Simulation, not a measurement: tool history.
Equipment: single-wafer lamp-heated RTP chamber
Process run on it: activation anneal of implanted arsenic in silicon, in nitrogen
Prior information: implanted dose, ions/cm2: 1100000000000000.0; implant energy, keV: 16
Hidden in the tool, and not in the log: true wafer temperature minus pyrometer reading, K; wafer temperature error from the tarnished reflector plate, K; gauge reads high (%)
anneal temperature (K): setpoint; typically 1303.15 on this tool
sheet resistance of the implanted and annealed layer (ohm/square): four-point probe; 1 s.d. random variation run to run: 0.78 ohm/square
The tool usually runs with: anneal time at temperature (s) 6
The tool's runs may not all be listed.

| run | hour | anneal temperature (K) | anneal time at temperature (s) | wafers since the last listed run | wafers since the last pyrometer calibration | wafers since the reflector plate was cleaned | hours since the gauge calibration | read-back reference wafer on the same gauge, sheet resistance | sheet resistance of the implanted and annealed layer (ohm/square) |
|---|---|---|---|---|---|---|---|---|---|
| 1 | 0 | 1303.15 | 6 | 0 | 1113 | 10304 | 68.8 | 121.15 | 132.96 |
| 2 | 17.3 | 1303.15 | 6 | 239 | 1352 | 10544 | 86.1 | 120.77 | 132.59 |
| 3 | 29.5 | 1303.15 | 6 | 168 | 1521 | 10712 | 98.3 | 121.04 | 132.24 |
| 4 | 41.5 | 1303.15 | 6 | 165 | 1687 | 10878 | 110.3 | 121 | 131.57 |
| 5 | 53.4 | 1303.15 | 6 | 164 | 1851 | 11043 | 122.2 | 120.69 | 131.57 |
| 6 | 62.8 | 1291.15 | 6 | 129 | 1981 | 11173 | 131.6 | 121.01 | 136.88 |
| 7 | 71 | 1291.15 | 6 | 113 | 2095 | 11286 | 139.8 | 121.03 | 135.49 |
| 8 | 80.9 | 1303.15 | 6 | 136 | 2231 | 11423 | 149.7 | 120.72 | 130.8 |
| 9 | 97.6 | 1303.15 | 6 | 230 | 2462 | 11654 | 166.4 | 120.72 | 129.54 |
|  | 120.4 | reflector plate cleaned |
| 10 | 120.9 | 1303.15 | 6 | 211 | 2674 | 6 | 189.7 | 121.05 | 130.57 |
| 11 | 121.2 | 1288.15 | 3 | 4 | 2678 | 10 | 190 | 121.31 | 143.84 |
| 12 | 128.4 | 1312.15 | 5 | 99 | 2778 | 110 | 197.2 | 120.92 | 127.78 |
|  | 142 | pyrometer window cleaned and pyrometer calibrated |
| 13 | 159.9 | 1282.15 | 9 | 324 | 247 | 435 | 228.7 | 120.71 | 137.36 |
| 14 | 170.7 | 1328.15 | 6 | 149 | 396 | 584 | 239.5 | 121.05 | 125.2 |
| 15 | 181.1 | 1303.15 | 6 | 143 | 540 | 728 | 249.9 | 121.25 | 133.31 |
| 16 | 191.4 | 1287.15 | 3 | 142 | 682 | 870 | 260.2 | 121.05 | 148.23 |
| 17 | 207.9 | 1303.15 | 6 | 228 | 911 | 1099 | 276.7 | 120.98 | 132.37 |
|  | 222.8 | gauge calibrated |
| 18 | 225.4 | 1315.15 | 5 | 241 | 1153 | 1341 | 2.6 | 120.88 | 130.25 |
| 19 | 268.7 | 1292.15 | 6 | 598 | 1751 | 1939 | 45.9 | 120.95 | 135.12 |
| 20 | 284.5 | 1324.15 | 9 | 218 | 1970 | 2158 | 61.7 | 121.02 | 119.26 |
| 21 | 294.7 | 1282.15 | 5 | 141 | 2111 | 2299 | 71.9 | 120.94 | 141.48 |

Forecast each of these 3 alternatives for the next run:
| A | 295.1 | 1303.15 | 6 | 5 | 2116 | 2304 | 72.3 | ? | ? |
| B | 295.1 | 1314.15 | 7 | 5 | 2116 | 2304 | 72.3 | ? | ? |
| C | 295.1 | 1303.15 | 9 | 5 | 2116 | 2304 | 72.3 | ? | ? |

| run | read-back reference wafer on the same gauge, sheet resistance | sheet resistance of the implanted and annealed layer (ohm/square) |
|---|---|---|
| A | 121.15 | 131.92 |
| B | 121.15 | 125.74 |
| C | 121.15 | 126.2 |
Without the tool's unlogged condition, the same runs would have read:
| run | sheet resistance of the implanted and annealed layer (ohm/square) |
|---|---|
| A | 135.7 |
| B | 129.2 |
| C | 129.92 |
